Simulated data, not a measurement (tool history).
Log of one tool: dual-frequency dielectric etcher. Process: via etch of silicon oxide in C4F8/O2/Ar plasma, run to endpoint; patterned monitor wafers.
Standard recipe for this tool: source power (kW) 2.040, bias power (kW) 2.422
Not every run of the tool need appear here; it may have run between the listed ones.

run   hour  source power (kW)  bias power (kW)  incoming incoming film thickness, nm  endpoint time (s)
  1    0.0              2.040            2.422                                1698.0              326.2
  2   13.3              2.040            2.422                                1672.6              317.3
  3   43.2              2.040            2.422                                1683.7              326.0
  4   69.1              2.040            2.299                                1688.1              323.4
  5   86.9              2.040            2.299                                1662.9              323.6
  6  167.0              2.040            2.299                                1675.7              321.7
     174.7  -- bias power generator calibrated
  7  185.8              2.040            2.422                                1687.3              320.2
     233.7  -- upper electrode replaced
  8  234.2              2.040            2.422                                1685.0              314.4
  9  252.3              2.040            2.058                                1680.2              330.8
 10  272.9              1.800            2.005                                1670.3              340.6
 11  298.3              2.270            1.907                                1676.2              323.8
     334.4  -- source power generator calibrated
     340.4  -- wet clean of the chamber
 12  340.9              1.680            1.850                                1685.7              372.2
 13  341.3              2.040            2.422                                1674.7              321.5
 14  355.2              2.510            2.919                                1684.0              292.3
 15  380.6              2.480            2.192                                1681.3              314.5
 16  400.3              2.250            2.732                                1684.8              303.3
 17  488.2              2.040            2.422                                1681.3              319.2
 18  502.7              1.790            2.025                                1674.6              346.6

5 options for the next run, each taken on its own from the tool as it stands now. Forecast them:
  A  503.2              2.040            2.422                                1698.9                  ?
  B  503.2              1.600            2.422                                1698.9                  ?
  C  503.2              2.320            2.738                                1698.9                  ?
  D  503.2              2.340            2.175                                1698.9                  ?
  E  503.2              2.510            2.422                                1698.9                  ?

run  endpoint time (s)
  A              324.3
  B              347.5
  C              302.3
  D              319.6
  E              304.6
With the hidden condition removed and each run's random variation left untouched, the same runs would have given:
run  endpoint time (s)
  A              330.8
  B              354.4
  C              308.4
  D              326.0
  E              310.7
